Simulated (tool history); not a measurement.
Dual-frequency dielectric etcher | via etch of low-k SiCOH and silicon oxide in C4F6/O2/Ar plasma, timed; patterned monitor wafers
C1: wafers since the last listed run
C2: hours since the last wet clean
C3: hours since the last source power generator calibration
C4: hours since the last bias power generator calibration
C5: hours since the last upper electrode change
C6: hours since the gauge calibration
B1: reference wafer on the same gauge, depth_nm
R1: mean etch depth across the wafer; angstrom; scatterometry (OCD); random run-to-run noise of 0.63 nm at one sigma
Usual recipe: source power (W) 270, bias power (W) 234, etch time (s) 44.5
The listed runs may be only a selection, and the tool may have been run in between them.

{"run": 1, "hour": 0.0, "source power (W)": 270, "bias power (W)": 234, "etch time (s)": 44.5, "C1": 0, "C2": 339.2, "C3": 3315.4, "C4": 4338.5, "C5": 5535.4, "C6": 143, "B1": 112.9, "R1": 1071}
{"run": 2, "hour": 16.1, "source power (W)": 270, "bias power (W)": 234, "etch time (s)": 44.5, "C1": 170, "C2": 355.3, "C3": 3331.5, "C4": 4354.6, "C5": 5551.5, "C6": 159.1, "B1": 112.9, "R1": 1074}
{"run": 3, "hour": 36.3, "source power (W)": 270, "bias power (W)": 234, "etch time (s)": 44.5, "C1": 213, "C2": 375.5, "C3": 3351.7, "C4": 4374.8, "C5": 5571.7, "C6": 179.3, "B1": 113, "R1": 1087}
{"hour": 50.4, "done": "gauge calibrated"}
{"run": 4, "hour": 60.1, "source power (W)": 270, "bias power (W)": 234, "etch time (s)": 44.5, "C1": 251, "C2": 399.3, "C3": 3375.5, "C4": 4398.6, "C5": 5595.5, "C6": 9.7, "B1": 113, "R1": 1074}
{"run": 5, "hour": 73.5, "source power (W)": 270, "bias power (W)": 234, "etch time (s)": 44.5, "C1": 141, "C2": 412.7, "C3": 3388.9, "C4": 4412, "C5": 5608.9, "C6": 23.1, "B1": 113, "R1": 1065}
{"run": 6, "hour": 95.8, "source power (W)": 220, "bias power (W)": 234, "etch time (s)": 44.5, "C1": 235, "C2": 435, "C3": 3411.2, "C4": 4434.3, "C5": 5631.2, "C6": 45.4, "B1": 113, "R1": 995}
{"run": 7, "hour": 120.0, "source power (W)": 220, "bias power (W)": 234, "etch time (s)": 44.5, "C1": 255, "C2": 459.2, "C3": 3435.4, "C4": 4458.5, "C5": 5655.4, "C6": 69.6, "B1": 113, "R1": 1001}
{"hour": 136.1, "done": "bias power generator calibrated"}
{"run": 8, "hour": 146.6, "source power (W)": 330, "bias power (W)": 188, "etch time (s)": 41, "C1": 238, "C2": 485.8, "C3": 3462, "C4": 10.5, "C5": 5682, "C6": 96.2, "B1": 113, "R1": 987}
{"hour": 175.2, "done": "source power generator calibrated"}
{"hour": 178.6, "done": "upper electrode replaced, of another model than before"}
{"hour": 180.3, "done": "wet clean of the chamber"}
{"run": 9, "hour": 180.8, "source power (W)": 340, "bias power (W)": 208, "etch time (s)": 38, "C1": 265, "C2": 0.5, "C3": 5.6, "C4": 44.7, "C5": 2.2, "C6": 130.4, "B1": 113, "R1": 1023}
{"run": 10, "hour": 211.1, "source power (W)": 220, "bias power (W)": 202, "etch time (s)": 31, "C1": 319, "C2": 30.8, "C3": 35.9, "C4": 75, "C5": 32.5, "C6": 160.7, "B1": 112.9, "R1": 676}
{"run": 11, "hour": 232.4, "source power (W)": 270, "bias power (W)": 266, "etch time (s)": 44.5, "C1": 224, "C2": 52.1, "C3": 57.2, "C4": 96.3, "C5": 53.8, "C6": 182, "B1": 112.9, "R1": 1158}
{"hour": 247.9, "done": "gauge calibrated"}
{"run": 12, "hour": 262.1, "source power (W)": 250, "bias power (W)": 284, "etch time (s)": 44.5, "C1": 313, "C2": 81.8, "C3": 86.9, "C4": 126, "C5": 83.5, "C6": 14.2, "B1": 112.9, "R1": 1150}
{"run": 13, "hour": 297.9, "source power (W)": 330, "bias power (W)": 199, "etch time (s)": 38, "C1": 378, "C2": 117.6, "C3": 122.7, "C4": 161.8, "C5": 119.3, "C6": 50, "B1": 112.9, "R1": 970}
{"run": 14, "hour": 312.2, "source power (W)": 270, "bias power (W)": 234, "etch time (s)": 44.5, "C1": 151, "C2": 131.9, "C3": 137, "C4": 176.1, "C5": 133.6, "C6": 64.3, "B1": 113, "R1": 1097}

Each row is a separate what-if for the run after 14, all from the same tool condition, not one after another. Results?
{"run": "A", "hour": 312.6, "source power (W)": 270, "bias power (W)": 234, "etch time (s)": 44.5, "C1": 4, "C2": 132.3, "C3": 137.4, "C4": 176.5, "C5": 134, "C6": 64.7, "B1": "?", "R1": "?"}
{"run": "B", "hour": 312.6, "source power (W)": 240, "bias power (W)": 201, "etch time (s)": 44.5, "C1": 4, "C2": 132.3, "C3": 137.4, "C4": 176.5, "C5": 134, "C6": 64.7, "B1": "?", "R1": "?"}
{"run": "C", "hour": 312.6, "source power (W)": 240, "bias power (W)": 286, "etch time (s)": 54.5, "C1": 4, "C2": 132.3, "C3": 137.4, "C4": 176.5, "C5": 134, "C6": 64.7, "B1": "?", "R1": "?"}

run=A B1=113 R1=1091
run=B B1=113 R1=983
run=C B1=113 R1=1367
Take away the tool's hidden state, keep each run's random variation, and the runs would have read:
run=A R1=1110
run=B R1=1000
run=C R1=1391
